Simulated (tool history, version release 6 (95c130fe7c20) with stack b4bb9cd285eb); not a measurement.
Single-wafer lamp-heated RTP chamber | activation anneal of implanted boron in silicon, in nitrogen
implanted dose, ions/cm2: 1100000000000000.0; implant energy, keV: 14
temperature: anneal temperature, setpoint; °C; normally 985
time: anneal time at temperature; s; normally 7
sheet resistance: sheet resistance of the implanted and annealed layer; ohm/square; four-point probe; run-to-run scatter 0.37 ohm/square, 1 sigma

run    hour  temperature  time  read-back reference wafer on the same gauge, sheet resistance  sheet resistance
  1       0          985     7                                                         146.86             125.8
       23.3  -- reflector plate cleaned
  2    52.5          968     7                                                         147.04            143.81
  3    82.6          968     7                                                         147.04            144.68
  4     134          968     7                                                         147.17            144.27
  5   196.6          985     5                                                         147.26            128.62
  6   235.1          985     5                                                         147.38            128.31
  7   291.5          985     4                                                         147.49            129.95
  8   327.6          985     4                                                         147.43            129.87
  9   388.2          985     7                                                         147.71            126.73
      409.7  -- pyrometer window cleaned and pyrometer calibrated
 10   451.4          985     7                                                         147.44            126.84
      507.7  -- reflector plate cleaned
 11   508.2          985     7                                                         147.74            126.94
 12   551.6          992     7                                                         147.85             122.1
 13   621.1          985     7                                                         148.08            127.35
 14   667.6          977     4                                                         147.89            138.03
 15   721.8          985     7                                                         148.28            126.88
 16   747.1         1003     4                                                         148.24            119.01
 17   776.4         1009     3                                                         148.29            117.85
 18     802          985     7                                                         148.26             127.9
 19   828.5          974     5                                                         148.52            140.56
      860.8  -- pyrometer window cleaned and pyrometer calibrated
 20   866.9         1010     9                                                         148.48            114.15
 21  1034.8          985     8                                                          149.1            127.46
     1081.6  -- reflector plate cleaned
 22  1082.1         1014     9                                                         149.26            113.02
 23  1127.4         1009     3                                                         149.39            118.72
 24  1160.9          994     4                                                         149.54            125.37
     1178.8  -- gauge calibrated
 25  1194.9          997     3                                                          147.1            122.05
       1265  -- pyrometer window cleaned and pyrometer calibrated
 26  1376.7          992     7                                                         147.17            121.99
 27  1413.2          985     7                                                         147.08            126.61
 28  1463.5          976     7                                                         147.22            134.57
 29  1529.9          992     7                                                         147.11            122.39
 30    1597          966     5                                                          147.3            149.82
 31  1627.2          985     7                                                         147.15            126.78
     1649.3  -- reflector plate cleaned
 32    1664          974     3                                                         147.38            140.92
     1712.1  -- pyrometer window cleaned and pyrometer calibrated
 33  1717.2          985     7                                                         147.42            127.39
 34  1788.8          985     7                                                         147.31            127.12
 35  1851.2          994    11                                                         147.47             118.1

Branching from run 35: 5 alternative next runs. What would each branch give?
  A  1851.6          985     7                                                              ?                 ?
  B  1851.6          964     7                                                              ?                 ?
  C  1851.6         1002    11                                                              ?                 ?
  D  1851.6         1013    11                                                              ?                 ?
  E  1851.6          977     8                                                              ?                 ?

run  read-back reference wafer on the same gauge, sheet resistance  sheet resistance
  A                                                         147.57            126.47
  B                                                         147.57             150.1
  C                                                         147.57            114.51
  D                                                         147.57            111.18
  E                                                         147.57            132.61
What these runs would have given with no unlogged condition in the tool:
run  sheet resistance
  A            126.04
  B            149.59
  C            114.12
  D            110.81
  E            132.16
